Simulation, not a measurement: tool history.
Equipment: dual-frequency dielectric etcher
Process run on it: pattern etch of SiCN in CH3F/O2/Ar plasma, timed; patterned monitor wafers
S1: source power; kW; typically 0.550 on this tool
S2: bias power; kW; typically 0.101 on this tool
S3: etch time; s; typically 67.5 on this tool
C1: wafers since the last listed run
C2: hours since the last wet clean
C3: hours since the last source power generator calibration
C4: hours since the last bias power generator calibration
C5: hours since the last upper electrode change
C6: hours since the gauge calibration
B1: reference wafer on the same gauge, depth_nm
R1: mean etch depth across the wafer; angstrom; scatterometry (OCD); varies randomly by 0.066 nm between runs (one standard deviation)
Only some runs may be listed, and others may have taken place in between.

run 1 hour=0.0 | S1=0.650 S2=0.101 S3=67.5 | C1=0 C2=97.6 C3=4764.5 C4=137.9 C5=4097.9 C6=566.7 | B1=30.92 | R1=342.3
run 2 hour=12.7 | S1=0.660 S2=0.101 S3=67.5 | C1=112 C2=110.3 C3=4777.2 C4=150.6 C5=4110.6 C6=579.4 | B1=30.90 | R1=344.0
run 3 hour=38.0 | S1=0.660 S2=0.101 S3=67.5 | C1=224 C2=135.6 C3=4802.5 C4=175.9 C5=4135.9 C6=604.7 | B1=30.91 | R1=344.0
run 4 hour=72.2 | S1=0.660 S2=0.101 S3=67.5 | C1=303 C2=169.8 C3=4836.7 C4=210.1 C5=4170.1 C6=638.9 | B1=30.93 | R1=342.2
run 5 hour=86.9 | S1=0.550 S2=0.113 S3=67.5 | C1=130 C2=184.5 C3=4851.4 C4=224.8 C5=4184.8 C6=653.6 | B1=30.91 | R1=338.8
run 6 hour=111.9 | S1=0.550 S2=0.101 S3=67.5 | C1=222 C2=209.5 C3=4876.4 C4=249.8 C5=4209.8 C6=678.6 | B1=30.93 | R1=327.4
run 7 hour=143.0 | S1=0.550 S2=0.101 S3=67.5 | C1=276 C2=240.6 C3=4907.5 C4=280.9 C5=4240.9 C6=709.7 | B1=30.91 | R1=326.4
run 8 hour=156.7 | S1=0.490 S2=0.101 S3=57.5 | C1=121 C2=254.3 C3=4921.2 C4=294.6 C5=4254.6 C6=723.4 | B1=30.88 | R1=269.3
-- hour=164.4 source power generator calibrated
run 9 hour=169.3 | S1=0.500 S2=0.101 S3=54.5 | C1=76 C2=266.9 C3=4.9 C4=307.2 C5=4267.2 C6=736.0 | B1=30.90 | R1=256.7
run 10 hour=186.8 | S1=0.600 S2=0.114 S3=53.5 | C1=155 C2=284.4 C3=22.4 C4=324.7 C5=4284.7 C6=753.5 | B1=30.92 | R1=276.2
-- hour=198.3 gauge calibrated
run 11 hour=219.9 | S1=0.550 S2=0.101 S3=67.5 | C1=294 C2=317.5 C3=55.5 C4=357.8 C5=4317.8 C6=21.6 | B1=30.91 | R1=326.7
run 12 hour=238.0 | S1=0.470 S2=0.101 S3=67.5 | C1=160 C2=335.6 C3=73.6 C4=375.9 C5=4335.9 C6=39.7 | B1=30.91 | R1=314.0
run 13 hour=250.7 | S1=0.470 S2=0.101 S3=60.0 | C1=112 C2=348.3 C3=86.3 C4=388.6 C5=4348.6 C6=52.4 | B1=30.89 | R1=278.3
run 14 hour=282.5 | S1=0.550 S2=0.101 S3=67.5 | C1=282 C2=380.1 C3=118.1 C4=420.4 C5=4380.4 C6=84.2 | B1=30.92 | R1=324.9
run 15 hour=310.0 | S1=0.550 S2=0.101 S3=84.0 | C1=244 C2=407.6 C3=145.6 C4=447.9 C5=4407.9 C6=111.7 | B1=30.92 | R1=404.0
run 16 hour=322.6 | S1=0.660 S2=0.101 S3=67.5 | C1=111 C2=420.2 C3=158.2 C4=460.5 C5=4420.5 C6=124.3 | B1=30.93 | R1=342.2
run 17 hour=339.6 | S1=0.550 S2=0.101 S3=67.5 | C1=151 C2=437.2 C3=175.2 C4=477.5 C5=4437.5 C6=141.3 | B1=30.92 | R1=325.0
-- hour=380.4 upper electrode replaced, of another model than before
run 18 hour=380.9 | S1=0.440 S2=0.078 S3=76.0 | C1=153 C2=478.5 C3=216.5 C4=518.8 C5=0.5 C6=182.6 | B1=30.91 | R1=317.6
run 19 hour=381.2 | S1=0.550 S2=0.101 S3=67.5 | C1=2 C2=478.8 C3=216.8 C4=519.1 C5=0.8 C6=182.9 | B1=30.92 | R1=324.6
run 20 hour=397.6 | S1=0.550 S2=0.101 S3=67.5 | C1=145 C2=495.2 C3=233.2 C4=535.5 C5=17.2 C6=199.3 | B1=30.90 | R1=323.7
run 21 hour=430.2 | S1=0.550 S2=0.101 S3=87.0 | C1=289 C2=527.8 C3=265.8 C4=568.1 C5=49.8 C6=231.9 | B1=30.90 | R1=417.8
run 22 hour=448.9 | S1=0.410 S2=0.101 S3=51.5 | C1=166 C2=546.5 C3=284.5 C4=586.8 C5=68.5 C6=250.6 | B1=30.92 | R1=238.4
run 23 hour=474.7 | S1=0.550 S2=0.101 S3=80.0 | C1=229 C2=572.3 C3=310.3 C4=612.6 C5=94.3 C6=276.4 | B1=30.89 | R1=383.4
run 24 hour=577.5 | S1=0.670 S2=0.101 S3=80.5 | C1=913 C2=675.1 C3=413.1 C4=715.4 C5=197.1 C6=379.2 | B1=30.88 | R1=396.3
-- hour=615.2 wet clean of the chamber
run 25 hour=615.7 | S1=0.690 S2=0.101 S3=67.5 | C1=126 C2=0.5 C3=451.3 C4=753.6 C5=235.3 C6=417.4 | B1=30.88 | R1=334.6
run 26 hour=616.1 | S1=0.550 S2=0.101 S3=67.5 | C1=3 C2=0.9 C3=451.7 C4=754.0 C5=235.7 C6=417.8 | B1=30.91 | R1=323.8
run 27 hour=635.4 | S1=0.430 S2=0.101 S3=67.5 | C1=171 C2=20.2 C3=471.0 C4=773.3 C5=255.0 C6=437.1 | B1=30.89 | R1=314.5
run 28 hour=659.2 | S1=0.550 S2=0.101 S3=67.5 | C1=211 C2=44.0 C3=494.8 C4=797.1 C5=278.8 C6=460.9 | B1=30.90 | R1=323.1
run 29 hour=680.0 | S1=0.550 S2=0.101 S3=67.5 | C1=184 C2=64.8 C3=515.6 C4=817.9 C5=299.6 C6=481.7 | B1=30.89 | R1=324.8
run 30 hour=714.7 | S1=0.510 S2=0.101 S3=77.5 | C1=308 C2=99.5 C3=550.3 C4=852.6 C5=334.3 C6=516.4 | B1=30.92 | R1=366.1
run 31 hour=736.5 | S1=0.550 S2=0.101 S3=67.5 | C1=193 C2=121.3 C3=572.1 C4=874.4 C5=356.1 C6=538.2 | B1=30.94 | R1=323.1

State the hidden condition of the tool at each of the runs:
etch rate over this chamber's usual, %: 0, the same for each run
source power that arrives over what is set, %: 0, the same for each run
gauge reads high (%): 0, the same for each run
H1: bias power that arrives over what is set, %
run=1 H1=-1.02
run=2 H1=-1.06
run=3 H1=-1.14
run=4 H1=-1.25
run=5 H1=-1.29
run=6 H1=-1.37
run=7 H1=-1.47
run=8 H1=-1.51
run=9 H1=-1.55
run=10 H1=-1.61
run=11 H1=-1.71
run=12 H1=-1.77
run=13 H1=-1.81
run=14 H1=-1.91
run=15 H1=-1.99
run=16 H1=-2.03
run=17 H1=-2.08
run=18 H1=-2.21
run=19 H1=-2.22
run=20 H1=-2.27
run=21 H1=-2.37
run=22 H1=-2.43
run=23 H1=-2.51
run=24 H1=-2.83
run=25 H1=-2.95
run=26 H1=-2.95
run=27 H1=-3.01
run=28 H1=-3.09
run=29 H1=-3.15
run=30 H1=-3.26
run=31 H1=-3.33

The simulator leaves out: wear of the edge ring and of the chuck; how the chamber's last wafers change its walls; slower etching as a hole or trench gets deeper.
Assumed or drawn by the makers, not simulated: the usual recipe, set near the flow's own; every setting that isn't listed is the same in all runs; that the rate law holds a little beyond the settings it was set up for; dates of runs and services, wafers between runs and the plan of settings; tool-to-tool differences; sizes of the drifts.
